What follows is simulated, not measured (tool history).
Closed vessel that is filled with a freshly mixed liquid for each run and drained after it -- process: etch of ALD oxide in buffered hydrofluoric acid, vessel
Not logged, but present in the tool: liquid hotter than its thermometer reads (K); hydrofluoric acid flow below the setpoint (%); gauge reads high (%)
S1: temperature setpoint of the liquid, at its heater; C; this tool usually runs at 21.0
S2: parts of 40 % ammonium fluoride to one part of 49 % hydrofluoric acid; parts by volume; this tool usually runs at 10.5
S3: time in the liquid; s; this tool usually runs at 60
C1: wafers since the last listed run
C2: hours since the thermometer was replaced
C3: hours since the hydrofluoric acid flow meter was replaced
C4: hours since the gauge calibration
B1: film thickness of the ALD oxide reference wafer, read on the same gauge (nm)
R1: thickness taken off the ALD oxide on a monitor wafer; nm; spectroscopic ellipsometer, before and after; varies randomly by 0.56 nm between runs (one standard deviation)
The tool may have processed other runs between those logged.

run,hour,S1,S2,S3,C1,C2,C3,C4,B1,R1
1,0.0,17.0,10.5,60,0,2405.8,1963.7,356.1,140.01,84.94
2,16.9,17.0,10.5,60,1655,2422.7,1980.6,373.0,140.00,85.90
3,24.0,17.0,10.5,60,695,2429.8,1987.7,380.1,140.04,85.94
4,39.8,21.0,8.0,60,1548,2445.6,2003.5,395.9,140.04,136.07
5,57.2,21.0,8.0,60,1704,2463.0,2020.9,413.3,140.04,136.40
6,63.9,25.0,9.0,60,656,2469.7,2027.6,420.0,140.02,153.24
7,79.9,25.0,9.0,60,1567,2485.7,2043.6,436.0,140.00,155.98
8,95.5,25.0,9.0,60,1528,2501.3,2059.2,451.6,140.02,153.57
9,106.9,18.0,10.5,60,1116,2512.7,2070.6,463.0,139.99,91.43
10,118.4,18.0,10.5,60,1126,2524.2,2082.1,474.5,139.98,90.02
# hour 122.3: gauge calibrated
11,133.1,18.0,10.5,60,1440,2538.9,2096.8,10.8,140.01,91.24
12,139.8,21.0,10.5,60,656,2545.6,2103.5,17.5,140.03,107.12
13,147.8,22.5,10.5,60,783,2553.6,2111.5,25.5,139.99,117.10
14,165.0,21.0,10.5,60,1685,2570.8,2128.7,42.7,140.02,107.50
15,171.1,21.0,10.5,60,597,2576.9,2134.8,48.8,139.97,108.39
16,187.7,21.0,10.5,60,1626,2593.5,2151.4,65.4,140.02,107.32
17,194.8,21.0,7.0,60,695,2600.6,2158.5,72.5,139.99,156.00
18,205.8,21.0,7.0,40,1077,2611.6,2169.5,83.5,139.97,103.83
19,215.2,23.0,10.5,60,920,2621.0,2178.9,92.9,140.01,119.02
# hour 218.4: hydrofluoric acid flow meter replaced
# hour 224.7: thermometer replaced
20,225.2,25.5,14.5,70,783,0.5,6.8,102.9,139.99,114.83
21,234.3,19.5,12.5,30,891,9.6,15.9,112.0,140.01,40.69
22,251.0,21.0,10.5,60,1636,26.3,32.6,128.7,139.98,105.07
23,266.8,17.0,7.5,95,1548,42.1,48.4,144.5,140.00,181.01
24,281.1,21.0,8.0,60,1401,56.4,62.7,158.8,139.99,134.57
25,297.3,21.0,10.5,60,1587,72.6,78.9,175.0,139.97,105.59
26,310.5,17.0,12.5,30,1293,85.8,92.1,188.2,140.04,35.25
27,318.1,22.5,6.5,70,744,93.4,99.7,195.8,139.99,209.29
28,328.8,19.5,8.0,95,1048,104.1,110.4,206.5,140.00,193.02
29,339.2,21.0,10.5,60,1018,114.5,120.8,216.9,139.99,104.99
30,356.2,25.0,9.0,60,1665,131.5,137.8,233.9,139.96,148.65
31,368.1,21.0,10.5,90,1165,143.4,149.7,245.8,139.97,156.99
32,382.4,24.5,10.5,60,1401,157.7,164.0,260.1,139.98,128.03
33,396.1,25.5,7.0,60,1342,171.4,177.7,273.8,140.01,194.87
34,406.2,24.0,14.0,45,989,181.5,187.8,283.9,140.02,69.87
35,412.6,25.0,8.5,75,627,187.9,194.2,290.3,139.99,195.60

What if the next run were any one of these 3? Each begins from the tool's condition after run 35:
A,413.3,21.0,10.5,40,68,188.6,194.9,291.0,?,?
B,413.3,21.0,8.0,40,68,188.6,194.9,291.0,?,?
C,413.3,26.0,7.5,45,68,188.6,194.9,291.0,?,?

run,B1,R1
A,140.01,69.55
B,140.01,88.32
C,140.01,139.93
What these runs would have given with no unlogged condition in the tool:
run,R1
A,69.80
B,88.87
C,140.90
